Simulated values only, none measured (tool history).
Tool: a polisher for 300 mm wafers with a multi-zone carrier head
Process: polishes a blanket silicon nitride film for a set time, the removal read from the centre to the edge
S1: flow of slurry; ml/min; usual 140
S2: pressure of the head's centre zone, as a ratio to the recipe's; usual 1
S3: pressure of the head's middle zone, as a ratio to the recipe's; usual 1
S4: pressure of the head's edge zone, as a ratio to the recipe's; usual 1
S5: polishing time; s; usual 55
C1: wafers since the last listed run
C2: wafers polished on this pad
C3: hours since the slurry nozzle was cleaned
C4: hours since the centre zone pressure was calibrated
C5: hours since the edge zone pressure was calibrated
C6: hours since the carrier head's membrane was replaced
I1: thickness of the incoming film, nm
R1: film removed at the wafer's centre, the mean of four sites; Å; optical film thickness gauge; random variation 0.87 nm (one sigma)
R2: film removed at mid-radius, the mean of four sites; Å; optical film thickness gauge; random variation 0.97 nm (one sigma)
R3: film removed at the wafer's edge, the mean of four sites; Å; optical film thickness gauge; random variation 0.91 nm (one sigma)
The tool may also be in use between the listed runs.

run     day   S1    S2    S3    S4  S5   C1    C2     C3     C4     C5     C6     I1   R1   R2   R3
  1       0  140     1     1     1  55    0   175  100.8  755.9  728.7  340.5  610.7  690  712  692
  2   1.196  140     1     1     1  55  332   508  129.5  784.6  757.4  369.2  600.4  701  695  686
  3   1.746  140     1     1     1  55  153   661  142.7  797.8  770.6  382.4  604.2  686  692  683
  4   2.379  140     1     1     1  55  176   837  157.9    813  785.8  397.6  598.8  684  697  684
  5   3.029  175     1     1     1  55  180  1018  173.5  828.6  801.4  413.2  610.4  711  718  710
  6   4.217  140  0.93     1  1.06  73  330  1348    202  857.1  829.9  441.7  610.8  856  942  969
  7   5.592  190     1     1     1  43  382  1731    235  890.1  862.9  474.7  610.8  565  572  561
      6.696  -- carrier head's membrane replaced by a new one
  8   6.717   95     1     1     1  55  255  1986    262  917.1  889.9    0.5  607.1  604  616  649
      7.354  -- edge zone pressure recalibrated
  9     7.6  140     1  0.96     1  37  222  2209  283.2  938.3    5.9   21.7  605.3  448  426  462
      7.979  -- worn pad replaced by a new one
 10   8.183  140     1     1     1  55  115    57  297.2  952.3   19.9   35.7  617.2  667  679  670
 11   8.804   95  1.12     1  1.07  73  172   230  312.1  967.2   34.8   50.6  605.2  872  812  864
     12.221  -- centre zone pressure recalibrated
 12  12.462  140     1     1     1  41  994  1224  399.9    5.8  122.6  138.4  601.4  485  504  507
     13.467  -- slurry nozzle cleaned
 13  13.621  140     1     1     1  55  310  1535    3.7   33.6  150.4  166.2  618.1  699  717  706
 14  15.096  140     1     1  1.05  55  410  1945   39.1     69  185.8  201.6  616.4  704  698  719
 15  16.429  140     1   0.9  1.07  55  371  2316   71.1    101  217.8  233.6  620.7  705  639  747
     17.312  -- worn pad replaced by a new one
 16  17.604  140     1  1.06  1.05  55  280    81   99.3  129.2    246  261.8  605.6  690  729  720
 17  18.458  140     1     1     1  55  237   318  119.8  149.7  266.5  282.3  605.8  691  691  706
 18  18.971  140     1     1  0.93  55  142   461  132.1    162  278.8  294.6  615.7  689  713  674
 19  19.817  125     1     1  0.92  55  235   696  152.4  182.3  299.1  314.9    606  686  694  660
 20  20.504  140     1     1  0.93  55  191   888  168.9  198.8  315.6  331.4    601  685  709  678
 21  21.025  140  0.96     1     1  55  144  1033  181.4  211.3  328.1  343.9  599.8  655  705  696
 22  23.892  140     1  0.89  1.05  62  797  1830  250.2  280.1  396.9  412.7  611.8  760  705  803

4 ways to go on from here, each from the tool as it stands after run 22. What would each give?
  A  23.908  140     1  0.96     1  55   4  1835  250.6  280.5  397.3  413.1  609.9   ?   ?   ?
  B  23.908  140     1  1.03  0.91  55   4  1835  250.6  280.5  397.3  413.1  609.9   ?   ?   ?
  C  23.908  140  0.93     1     1  47   4  1835  250.6  280.5  397.3  413.1  609.9   ?   ?   ?
  D  23.908  160   0.9     1  1.05  37   4  1835  250.6  280.5  397.3  413.1  609.9   ?   ?   ?

run   R1   R2   R3
  A  671  670  688
  B  671  711  657
  C  533  593  588
  D  419  480  483
Without the tool's hidden state the same runs would have given:
run   R1   R2   R3
  A  704  699  709
  B  704  742  677
  C  559  618  605
  D  437  498  496
